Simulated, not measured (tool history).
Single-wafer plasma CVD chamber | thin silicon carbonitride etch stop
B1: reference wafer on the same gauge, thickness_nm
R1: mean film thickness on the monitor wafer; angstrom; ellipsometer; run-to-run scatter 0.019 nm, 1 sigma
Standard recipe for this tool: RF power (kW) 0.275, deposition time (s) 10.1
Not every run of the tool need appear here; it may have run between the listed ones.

{"run": 1, "day": 0.0, "RF power (kW)": 0.275, "deposition time (s)": 10.1, "B1": 6.28, "R1": 64.07}
{"run": 2, "day": 0.525, "RF power (kW)": 0.275, "deposition time (s)": 10.1, "B1": 6.28, "R1": 64.06}
{"run": 3, "day": 1.2, "RF power (kW)": 0.31, "deposition time (s)": 10.1, "B1": 6.277, "R1": 66.31}
{"run": 4, "day": 2.538, "RF power (kW)": 0.31, "deposition time (s)": 10.1, "B1": 6.283, "R1": 66.12}
{"run": 5, "day": 3.088, "RF power (kW)": 0.275, "deposition time (s)": 8.9, "B1": 6.279, "R1": 56.6}
{"run": 6, "day": 4.55, "RF power (kW)": 0.275, "deposition time (s)": 8.9, "B1": 6.28, "R1": 56.63}
{"run": 7, "day": 5.233, "RF power (kW)": 0.275, "deposition time (s)": 8.9, "B1": 6.281, "R1": 56.69}
{"run": 8, "day": 6.4, "RF power (kW)": 0.275, "deposition time (s)": 11.6, "B1": 6.272, "R1": 73.97}
{"run": 9, "day": 7.258, "RF power (kW)": 0.275, "deposition time (s)": 10.1, "B1": 6.28, "R1": 64.25}
{"run": 10, "day": 9.604, "RF power (kW)": 0.275, "deposition time (s)": 10.1, "B1": 6.282, "R1": 64.19}
{"run": 11, "day": 10.892, "RF power (kW)": 0.275, "deposition time (s)": 10.1, "B1": 6.28, "R1": 64.1}
{"run": 12, "day": 11.788, "RF power (kW)": 0.275, "deposition time (s)": 10.1, "B1": 6.278, "R1": 63.97}
{"run": 13, "day": 12.488, "RF power (kW)": 0.275, "deposition time (s)": 10.1, "B1": 6.272, "R1": 64.19}
{"run": 14, "day": 13.738, "RF power (kW)": 0.275, "deposition time (s)": 10.1, "B1": 6.272, "R1": 64.13}
{"run": 15, "day": 14.433, "RF power (kW)": 0.275, "deposition time (s)": 10.1, "B1": 6.281, "R1": 63.97}
{"run": 16, "day": 15.888, "RF power (kW)": 0.275, "deposition time (s)": 10.1, "B1": 6.285, "R1": 64.43}
{"run": 17, "day": 17.054, "RF power (kW)": 0.275, "deposition time (s)": 10.1, "B1": 6.275, "R1": 63.92}
{"run": 18, "day": 17.988, "RF power (kW)": 0.275, "deposition time (s)": 9.6, "B1": 6.28, "R1": 61.22}
{"day": 19.167, "done": "thermocouple changed; heater temperature recalibrated"}
{"day": 21.875, "done": "RF generator calibrated"}
{"day": 22.062, "done": "showerhead replaced, of another model than before"}
{"run": 19, "day": 22.379, "RF power (kW)": 0.305, "deposition time (s)": 10.1, "B1": 6.29, "R1": 66.8}
{"run": 20, "day": 23.329, "RF power (kW)": 0.275, "deposition time (s)": 10.1, "B1": 6.274, "R1": 65.55}
{"run": 21, "day": 24.308, "RF power (kW)": 0.25, "deposition time (s)": 8.9, "B1": 6.285, "R1": 56.79}
{"run": 22, "day": 25.55, "RF power (kW)": 0.245, "deposition time (s)": 11.7, "B1": 6.279, "R1": 74.23}
{"run": 23, "day": 26.279, "RF power (kW)": 0.275, "deposition time (s)": 11.0, "B1": 6.274, "R1": 71.56}
{"run": 24, "day": 27.662, "RF power (kW)": 0.25, "deposition time (s)": 9.0, "B1": 6.287, "R1": 57.53}
{"run": 25, "day": 28.642, "RF power (kW)": 0.26, "deposition time (s)": 10.1, "B1": 6.277, "R1": 64.73}
{"run": 26, "day": 29.633, "RF power (kW)": 0.245, "deposition time (s)": 9.2, "B1": 6.279, "R1": 58.73}
{"day": 30.175, "done": "gauge calibrated"}
{"run": 27, "day": 30.938, "RF power (kW)": 0.315, "deposition time (s)": 11.4, "B1": 6.288, "R1": 75.31}
{"run": 28, "day": 32.429, "RF power (kW)": 0.275, "deposition time (s)": 10.1, "B1": 6.279, "R1": 65.19}
{"run": 29, "day": 33.208, "RF power (kW)": 0.305, "deposition time (s)": 11.1, "B1": 6.27, "R1": 72.97}
{"run": 30, "day": 33.775, "RF power (kW)": 0.315, "deposition time (s)": 9.2, "B1": 6.28, "R1": 60.71}
{"run": 31, "day": 35.208, "RF power (kW)": 0.25, "deposition time (s)": 9.0, "B1": 6.279, "R1": 57.23}
{"run": 32, "day": 36.483, "RF power (kW)": 0.24, "deposition time (s)": 9.1, "B1": 6.279, "R1": 57.71}
{"run": 33, "day": 37.533, "RF power (kW)": 0.275, "deposition time (s)": 10.1, "B1": 6.281, "R1": 64.74}
{"run": 34, "day": 38.779, "RF power (kW)": 0.275, "deposition time (s)": 10.1, "B1": 6.283, "R1": 64.89}
{"run": 35, "day": 39.417, "RF power (kW)": 0.275, "deposition time (s)": 10.1, "B1": 6.286, "R1": 65.18}
{"run": 36, "day": 40.488, "RF power (kW)": 0.31, "deposition time (s)": 11.0, "B1": 6.286, "R1": 72.45}

Table of differences, measured result less the result of that run with no hidden state. Run-to-run variation is the same in both. Gauge scatter possibly is not:
Hidden state at play: wafer temperature above the value expected at the setpoint (K); delivered RF power above the setpoint (%); gauge reads high (%).
run=1 R1=-1.45
run=2 R1=-1.45
run=3 R1=-1.51
run=4 R1=-1.52
run=5 R1=-1.31
run=6 R1=-1.31
run=7 R1=-1.32
run=8 R1=-1.73
run=9 R1=-1.50
run=10 R1=-1.51
run=11 R1=-1.53
run=12 R1=-1.52
run=13 R1=-1.53
run=14 R1=-1.53
run=15 R1=-1.54
run=16 R1=-1.55
run=17 R1=-1.54
run=18 R1=-1.48
run=19 R1=-0.04
run=20 R1=-0.07
run=21 R1=-0.09
run=22 R1=-0.17
run=23 R1=-0.19
run=24 R1=-0.19
run=25 R1=-0.24
run=26 R1=-0.25
run=27 R1=-0.36
run=28 R1=-0.34
run=29 R1=-0.41
run=30 R1=-0.35
run=31 R1=-0.36
run=32 R1=-0.39
run=33 R1=-0.46
run=34 R1=-0.48
run=35 R1=-0.49
run=36 R1=-0.57

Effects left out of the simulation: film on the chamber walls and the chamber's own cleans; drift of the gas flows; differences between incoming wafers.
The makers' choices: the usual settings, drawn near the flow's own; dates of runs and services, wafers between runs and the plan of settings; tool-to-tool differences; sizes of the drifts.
